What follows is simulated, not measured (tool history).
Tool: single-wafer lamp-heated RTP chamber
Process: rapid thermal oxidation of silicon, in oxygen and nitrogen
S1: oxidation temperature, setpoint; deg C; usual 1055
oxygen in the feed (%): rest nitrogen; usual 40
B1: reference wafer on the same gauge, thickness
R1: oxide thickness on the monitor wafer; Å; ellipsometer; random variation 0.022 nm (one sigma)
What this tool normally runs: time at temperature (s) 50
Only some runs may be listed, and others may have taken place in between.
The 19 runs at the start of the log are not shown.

Run 20, hour 1080.3: usual settings but S1 1047 deg C, time at temperature (s) 38, oxygen in the feed (%) 51; B1 6.006. Result: R1 55.92 Å.
Run 21, hour 1107.7: usual settings but S1 1084 deg C, time at temperature (s) 57; B1 6.014. Result: R1 78 Å.
Run 22, hour 1157.1: usual settings; B1 6.017. Result: R1 61.01 Å.
At hour 1164: gauge calibrated.
Run 23, hour 1189.8: usual settings but S1 1067 deg C; B1 5.997. Result: R1 66.25 Å.
Run 24, hour 1253.3: usual settings but time at temperature (s) 59, oxygen in the feed (%) 25; B1 6.011. Result: R1 55.84 Å.
Run 25, hour 1358.5: usual settings but S1 1075 deg C, time at temperature (s) 31; B1 6.004. Result: R1 56.96 Å.
At hour 1434: pyrometer window cleaned and pyrometer calibrated.
Run 26, hour 1434.5: usual settings but S1 1078 deg C; B1 5.999. Result: R1 70.71 Å.
Run 27, hour 1477.7: usual settings but time at temperature (s) 28; B1 6.008. Result: R1 47.23 Å.
Run 28, hour 1507.4: usual settings but S1 1071 deg C, oxygen in the feed (%) 22; B1 6.007. Result: R1 54.82 Å.
Run 29, hour 1547.8: usual settings; B1 6.013. Result: R1 60.6 Å.
Run 30, hour 1603.1: usual settings; B1 6.009. Result: R1 60.52 Å.
Run 31, hour 1628.6: usual settings; B1 6.009. Result: R1 60.87 Å.
Run 32, hour 1680.2: usual settings but S1 1066 deg C, oxygen in the feed (%) 17; B1 6.01. Result: R1 48.68 Å.
Run 33, hour 1705.6: usual settings; B1 6.009. Result: R1 60.36 Å.
Run 34, hour 1770.5: usual settings but S1 1026 deg C, oxygen in the feed (%) 17; B1 6.01. Result: R1 38.49 Å.
Run 35, hour 1817.4: usual settings but S1 1039 deg C, time at temperature (s) 58, oxygen in the feed (%) 50; B1 6.013. Result: R1 63.43 Å.
Run 36, hour 1848.8: usual settings but S1 1036 deg C, time at temperature (s) 56, oxygen in the feed (%) 66; B1 6.011. Result: R1 66.96 Å.
Run 37, hour 1876.1: usual settings; B1 6.009. Result: R1 61.33 Å.

Consider 5 possible next runs. They are alternatives, not a sequence: every one starts from the tool as it was left by run 37. What does each give?
Run A, hour 1876.6: usual settings but time at temperature (s) 72; B1 ?. Result: R1 ?.
Run B, hour 1876.6: usual settings but S1 1081 deg C; B1 ?. Result: R1 ?.
Run C, hour 1876.6: usual settings but S1 1068 deg C, time at temperature (s) 68; B1 ?. Result: R1 ?.
Run D, hour 1876.6: usual settings but S1 1034 deg C, time at temperature (s) 26, oxygen in the feed (%) 56; B1 ?. Result: R1 ?.
Run E, hour 1876.6: usual settings but S1 1082 deg C, oxygen in the feed (%) 64; B1 ?. Result: R1 ?.

run     B1     R1
  A  6.004  71.87
  B  6.004  72.65
  C  6.004   76.4
  D  6.004  45.43
  E  6.004  86.35
Stripped of hidden state, with their random variation kept, the same runs would have yielded:
run     R1
  A     71
  B   71.8
  C  75.49
  D  44.89
  E  85.34
